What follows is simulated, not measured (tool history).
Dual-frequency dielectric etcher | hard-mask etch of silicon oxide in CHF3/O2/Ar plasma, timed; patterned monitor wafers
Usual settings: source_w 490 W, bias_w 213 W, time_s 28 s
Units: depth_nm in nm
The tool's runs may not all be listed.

run,hour,source_w,bias_w,time_s,wafers since the last listed run,hours since the last wet clean,hours since the last source power generator calibration,hours since the last bias power generator calibration,hours since the last upper electrode change,hours since the gauge calibration,"read-back reference wafer on the same gauge, depth_nm",depth_nm
1,0,490,245,28,0,570,1592.4,2976.9,2471.6,1542.1,51.2,54
# hour 33.8: wet clean of the chamber
2,45.2,490,213,26,361,11.4,1637.6,3022.1,2516.8,1587.3,51.1,46.3
3,87.3,490,213,28,717,53.5,1679.7,3064.2,2558.9,1629.4,51.3,50.2
4,141.7,490,213,28,927,107.9,1734.1,3118.6,2613.3,1683.8,51.2,50.1
# hour 187.3: bias power generator calibrated
5,193.2,490,213,28,809,159.4,1785.6,5.9,2664.8,1735.3,51.2,51.8
6,247,520,213,28,917,213.2,1839.4,59.7,2718.6,1789.1,51.2,52.9
7,309.1,490,213,28,1058,275.3,1901.5,121.8,2780.7,1851.2,51.2,51.8
8,337.1,590,245,35,477,303.3,1929.5,149.8,2808.7,1879.2,51.2,74.8
9,377.9,420,213,28,695,344.1,1970.3,190.6,2849.5,1920,51.1,48.6
10,433.9,540,241,22,954,400.1,2026.3,246.6,2905.5,1976,51.2,44.9
11,579.4,540,213,24,2480,545.6,2171.8,392.1,3051,2121.5,51.2,46.1
# hour 583: gauge calibrated
12,613.2,490,213,28,576,579.4,2205.6,425.9,3084.8,30.2,51.2,51.6
# hour 668: wet clean of the chamber
13,668.5,550,163,31.5,533,0.5,2260.9,481.2,3140.1,85.5,51.2,51.5
14,692.9,490,213,28,415,24.9,2285.3,505.6,3164.5,109.9,51.2,51.5
# hour 737.1: upper electrode replaced, of another model than before
# hour 758.2: source power generator calibrated
15,758.7,600,262,28,644,90.7,0.5,571.4,21.6,175.7,51.2,68.5
16,802.9,490,199,28,753,134.9,44.7,615.6,65.8,219.9,51.2,48.5
17,835,570,247,25,547,167,76.8,647.7,97.9,252,51.2,57.2
18,862.3,490,213,28,465,194.3,104.1,675,125.2,279.3,51.2,51.6
19,915.9,490,213,28,913,247.9,157.7,728.6,178.8,332.9,51.2,51.3
20,957.7,440,183,25.5,712,289.7,199.5,770.4,220.6,374.7,51.2,37.6
21,1027.5,490,213,28,1190,359.5,269.3,840.2,290.4,444.5,51.2,51.2
22,1071.8,490,213,28,755,403.8,313.6,884.5,334.7,488.8,51.2,51.1
23,1130.1,490,213,28,993,462.1,371.9,942.8,393,547.1,51.2,51.4
24,1171.2,490,170,28,700,503.2,413,983.9,434.1,588.2,51.2,40.6
# hour 1235.7: wet clean of the chamber
25,1241.1,490,228,26,782,5.4,482.9,1053.8,504,658.1,51.2,49.9
26,1281.4,490,246,28,687,45.7,523.2,1094.1,544.3,698.4,51.3,56.9
27,1332.4,600,251,28,869,96.7,574.2,1145.1,595.3,749.4,51.3,66.1
28,1391.1,490,213,28,1000,155.4,632.9,1203.8,654,808.1,51.2,51.1
29,1415.3,490,175,23,412,179.6,657.1,1228,678.2,832.3,51.2,34.3

5 ways to go on from here, each from the tool as it stands after run 29. What would each give?
A,1415.7,490,213,32,6,180,657.5,1228.4,678.6,832.7,?,?
B,1415.7,550,213,28,6,180,657.5,1228.4,678.6,832.7,?,?
C,1415.7,590,199,21.5,6,180,657.5,1228.4,678.6,832.7,?,?
D,1415.7,600,189,28,6,180,657.5,1228.4,678.6,832.7,?,?
E,1415.7,550,190,24.5,6,180,657.5,1228.4,678.6,832.7,?,?

run,"read-back reference wafer on the same gauge, depth_nm",depth_nm
A,51.2,58
B,51.2,54.6
C,51.2,41.2
D,51.2,51.5
E,51.2,43
Without the tool's hidden state the same runs would have given:
run,depth_nm
A,58.8
B,55.4
C,41.7
D,52.2
E,43.5

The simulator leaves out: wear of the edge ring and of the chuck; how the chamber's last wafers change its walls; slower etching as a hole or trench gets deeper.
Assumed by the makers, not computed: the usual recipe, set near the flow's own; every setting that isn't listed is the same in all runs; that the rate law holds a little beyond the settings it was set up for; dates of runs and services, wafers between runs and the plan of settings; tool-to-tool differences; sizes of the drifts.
